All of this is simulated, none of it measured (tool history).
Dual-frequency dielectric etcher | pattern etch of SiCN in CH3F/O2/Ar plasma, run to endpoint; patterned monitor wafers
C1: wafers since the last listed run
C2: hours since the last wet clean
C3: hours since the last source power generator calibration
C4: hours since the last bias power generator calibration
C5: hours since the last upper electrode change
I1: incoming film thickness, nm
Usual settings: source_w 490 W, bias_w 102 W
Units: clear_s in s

{"run": 1, "hour": 0.0, "source_w": 490, "bias_w": 90, "C1": 0, "C2": 374.5, "C3": 3459.8, "C4": 3743.6, "C5": 2638.9, "I1": 12.48, "clear_s": 23.7}
{"hour": 77.5, "done": "wet clean of the chamber"}
{"run": 2, "hour": 78.0, "source_w": 490, "bias_w": 90, "C1": 782, "C2": 0.5, "C3": 3537.8, "C4": 3821.6, "C5": 2716.9, "I1": 12.66, "clear_s": 24.7}
{"run": 3, "hour": 143.3, "source_w": 410, "bias_w": 110, "C1": 945, "C2": 65.8, "C3": 3603.1, "C4": 3886.9, "C5": 2782.2, "I1": 12.51, "clear_s": 24.6}
{"run": 4, "hour": 251.1, "source_w": 410, "bias_w": 110, "C1": 1561, "C2": 173.6, "C3": 3710.9, "C4": 3994.7, "C5": 2890, "I1": 12.58, "clear_s": 24.4}
{"run": 5, "hour": 352.9, "source_w": 410, "bias_w": 110, "C1": 1474, "C2": 275.4, "C3": 3812.7, "C4": 4096.5, "C5": 2991.8, "I1": 12.53, "clear_s": 24.3}
{"run": 6, "hour": 402.7, "source_w": 490, "bias_w": 110, "C1": 721, "C2": 325.2, "C3": 3862.5, "C4": 4146.3, "C5": 3041.6, "I1": 12.61, "clear_s": 22.8}
{"hour": 434.4, "done": "source power generator calibrated"}
{"hour": 536.6, "done": "wet clean of the chamber"}
{"run": 7, "hour": 597.7, "source_w": 490, "bias_w": 110, "C1": 2418, "C2": 61.1, "C3": 163.3, "C4": 4341.3, "C5": 3236.6, "I1": 12.46, "clear_s": 22.9}
{"run": 8, "hour": 639.5, "source_w": 490, "bias_w": 110, "C1": 605, "C2": 102.9, "C3": 205.1, "C4": 4383.1, "C5": 3278.4, "I1": 12.67, "clear_s": 23.2}
{"hour": 653.5, "done": "bias power generator calibrated"}
{"run": 9, "hour": 739.6, "source_w": 450, "bias_w": 116, "C1": 1391, "C2": 203, "C3": 305.2, "C4": 86.1, "C5": 3378.5, "I1": 12.69, "clear_s": 23.3}
{"run": 10, "hour": 801.4, "source_w": 390, "bias_w": 94, "C1": 895, "C2": 264.8, "C3": 367, "C4": 147.9, "C5": 3440.3, "I1": 12.61, "clear_s": 25.9}
{"run": 11, "hour": 844.3, "source_w": 590, "bias_w": 116, "C1": 621, "C2": 307.7, "C3": 409.9, "C4": 190.8, "C5": 3483.2, "I1": 12.67, "clear_s": 21.1}
{"run": 12, "hour": 930.1, "source_w": 440, "bias_w": 119, "C1": 1242, "C2": 393.5, "C3": 495.7, "C4": 276.6, "C5": 3569, "I1": 12.59, "clear_s": 23}
{"hour": 964.2, "done": "upper electrode replaced"}
{"hour": 975.6, "done": "wet clean of the chamber"}
{"run": 13, "hour": 1031.7, "source_w": 570, "bias_w": 119, "C1": 959, "C2": 56.1, "C3": 597.3, "C4": 378.2, "C5": 67.5, "I1": 12.52, "clear_s": 21.4}
{"run": 14, "hour": 1092.8, "source_w": 430, "bias_w": 102, "C1": 884, "C2": 117.2, "C3": 658.4, "C4": 439.3, "C5": 128.6, "I1": 12.5, "clear_s": 24.6}
{"run": 15, "hour": 1152.7, "source_w": 490, "bias_w": 102, "C1": 867, "C2": 177.1, "C3": 718.3, "C4": 499.2, "C5": 188.5, "I1": 12.63, "clear_s": 23.7}
{"run": 16, "hour": 1243.3, "source_w": 490, "bias_w": 79, "C1": 1312, "C2": 267.7, "C3": 808.9, "C4": 589.8, "C5": 279.1, "I1": 12.57, "clear_s": 24.8}
{"run": 17, "hour": 1307.2, "source_w": 490, "bias_w": 125, "C1": 925, "C2": 331.6, "C3": 872.8, "C4": 653.7, "C5": 343, "I1": 12.77, "clear_s": 22.2}
{"run": 18, "hour": 1396.6, "source_w": 390, "bias_w": 112, "C1": 1294, "C2": 421, "C3": 962.2, "C4": 743.1, "C5": 432.4, "I1": 12.64, "clear_s": 24.5}

5 ways to go on from here, each from the tool as it stands after run 18. What would each give?
{"run": "A", "hour": 1397.0, "source_w": 450, "bias_w": 102, "C1": 5, "C2": 421.4, "C3": 962.6, "C4": 743.5, "C5": 432.8, "I1": 12.69, "clear_s": "?"}
{"run": "B", "hour": 1397.0, "source_w": 370, "bias_w": 109, "C1": 5, "C2": 421.4, "C3": 962.6, "C4": 743.5, "C5": 432.8, "I1": 12.69, "clear_s": "?"}
{"run": "C", "hour": 1397.0, "source_w": 560, "bias_w": 80, "C1": 5, "C2": 421.4, "C3": 962.6, "C4": 743.5, "C5": 432.8, "I1": 12.69, "clear_s": "?"}
{"run": "D", "hour": 1397.0, "source_w": 590, "bias_w": 102, "C1": 5, "C2": 421.4, "C3": 962.6, "C4": 743.5, "C5": 432.8, "I1": 12.69, "clear_s": "?"}
{"run": "E", "hour": 1397.0, "source_w": 460, "bias_w": 126, "C1": 5, "C2": 421.4, "C3": 962.6, "C4": 743.5, "C5": 432.8, "I1": 12.69, "clear_s": "?"}

run=A clear_s=24
run=B clear_s=25.2
run=C clear_s=23.6
run=D clear_s=21.8
run=E clear_s=22.4
Without the tool's hidden state the same runs would have given:
run=A clear_s=24.7
run=B clear_s=26
run=C clear_s=24.4
run=D clear_s=22.5
run=E clear_s=23.1
